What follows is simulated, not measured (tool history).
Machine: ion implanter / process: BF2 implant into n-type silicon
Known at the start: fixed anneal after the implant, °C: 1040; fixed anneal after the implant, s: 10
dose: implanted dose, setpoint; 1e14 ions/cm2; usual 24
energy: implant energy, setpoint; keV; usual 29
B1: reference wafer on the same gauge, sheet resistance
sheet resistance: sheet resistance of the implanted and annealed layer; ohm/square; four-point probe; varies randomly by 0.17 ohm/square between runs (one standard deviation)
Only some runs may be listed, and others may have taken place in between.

Run 1, hour 0: usual settings; B1 118.99. Result: sheet resistance 115.61 ohm/square.
Run 2, hour 26.9: usual settings; B1 118.98. Result: sheet resistance 116.32 ohm/square.
Run 3, hour 82.4: usual settings; B1 119.02. Result: sheet resistance 115.9 ohm/square.
Run 4, hour 281.7: usual settings but dose 26.97 1e14 ions/cm2; B1 119.01. Result: sheet resistance 115.12 ohm/square.
Run 5, hour 341.2: usual settings but dose 26.97 1e14 ions/cm2; B1 119.04. Result: sheet resistance 115.61 ohm/square.
Run 6, hour 409.5: usual settings but energy 22 keV; B1 119.01. Result: sheet resistance 131.6 ohm/square.
Run 7, hour 453.6: usual settings but energy 22 keV; B1 119.03. Result: sheet resistance 131.79 ohm/square.
At hour 475.5: Faraday cup replaced and dose calibrated.
Run 8, hour 481.1: usual settings but energy 34.5 keV; B1 119.04. Result: sheet resistance 106.63 ohm/square.
Run 9, hour 526.9: usual settings; B1 118.97. Result: sheet resistance 116.41 ohm/square.
Run 10, hour 587: usual settings but dose 25.95 1e14 ions/cm2; B1 119.03. Result: sheet resistance 115.74 ohm/square.
At hour 649.9: gauge calibrated.
Run 11, hour 736.2: usual settings; B1 119. Result: sheet resistance 116.19 ohm/square.
Run 12, hour 778.7: usual settings; B1 119.05. Result: sheet resistance 116.12 ohm/square.
Run 13, hour 838.3: usual settings; B1 119.04. Result: sheet resistance 116.43 ohm/square.
Run 14, hour 886.3: usual settings; B1 119.01. Result: sheet resistance 116.47 ohm/square.
Run 15, hour 942.1: usual settings; B1 119.01. Result: sheet resistance 116.38 ohm/square.
Run 16, hour 973.1: usual settings; B1 119.05. Result: sheet resistance 116.51 ohm/square.
Run 17, hour 1018.5: usual settings but dose 19.7 1e14 ions/cm2; B1 118.98. Result: sheet resistance 118.39 ohm/square.
Run 18, hour 1059.7: usual settings but dose 29.17 1e14 ions/cm2; B1 118.99. Result: sheet resistance 115.01 ohm/square.
Run 19, hour 1123.5: usual settings; B1 118.97. Result: sheet resistance 116.49 ohm/square.
Run 20, hour 1191.7: usual settings; B1 118.97. Result: sheet resistance 116.59 ohm/square.
Run 21, hour 1242: usual settings; B1 119.03. Result: sheet resistance 116.44 ohm/square.
At hour 1277.5: Faraday cup replaced and dose calibrated.
At hour 1284.2: extraction supply calibrated.
Run 22, hour 1284.7: usual settings but dose 18.07 1e14 ions/cm2, energy 20 keV; B1 119.01. Result: sheet resistance 138.28 ohm/square.
Run 23, hour 1325.7: usual settings but dose 30.09 1e14 ions/cm2, energy 32.5 keV; B1 119.04. Result: sheet resistance 106.38 ohm/square.
Run 24, hour 1366.1: usual settings; B1 118.99. Result: sheet resistance 113.87 ohm/square.
Run 25, hour 1428.2: usual settings but dose 27.76 1e14 ions/cm2, energy 33.5 keV; B1 119. Result: sheet resistance 105.68 ohm/square.
Run 26, hour 1473.1: usual settings but dose 30.62 1e14 ions/cm2, energy 37 keV; B1 119. Result: sheet resistance 99.31 ohm/square.
Run 27, hour 1539.9: usual settings but energy 33 keV; B1 119.04. Result: sheet resistance 107.41 ohm/square.
Run 28, hour 1594.9: usual settings but dose 26.97 1e14 ions/cm2; B1 119. Result: sheet resistance 113.91 ohm/square.
Run 29, hour 1622.8: usual settings but dose 22.08 1e14 ions/cm2, energy 19 keV; B1 118.97. Result: sheet resistance 138.9 ohm/square.
Run 30, hour 1673.5: usual settings; B1 118.96. Result: sheet resistance 114.28 ohm/square.
Run 31, hour 1735.2: usual settings but dose 28.03 1e14 ions/cm2, energy 20 keV; B1 118.97. Result: sheet resistance 133.86 ohm/square.
Run 32, hour 1786.8: usual settings but dose 26.95 1e14 ions/cm2, energy 22.5 keV; B1 118.96. Result: sheet resistance 127.71 ohm/square.
Run 33, hour 1837.1: usual settings; B1 118.98. Result: sheet resistance 114.52 ohm/square.

Here are 5 independent what-if runs from the current tool condition. What would each one return?
Run A, hour 1837.5: usual settings but dose 21.18 1e14 ions/cm2; B1 ?. Result: sheet resistance ?.
Run B, hour 1837.5: usual settings but energy 21 keV; B1 ?. Result: sheet resistance ?.
Run C, hour 1837.5: usual settings but dose 29.76 1e14 ions/cm2, energy 25 keV; B1 ?. Result: sheet resistance ?.
Run D, hour 1837.5: usual settings but dose 21.48 1e14 ions/cm2, energy 22 keV; B1 ?. Result: sheet resistance ?.
Run E, hour 1837.5: usual settings but dose 21.48 1e14 ions/cm2, energy 21 keV; B1 ?. Result: sheet resistance ?.

run      B1  sheet resistance
  A  119.02            115.12
  B  119.02            131.87
  C  119.02            120.62
  D  119.02            130.24
  E  119.02            132.86
Had the tool no hidden state, the same runs would have come out as:
run  sheet resistance
  A            114.77
  B             131.5
  C            120.26
  D            129.87
  E            132.49
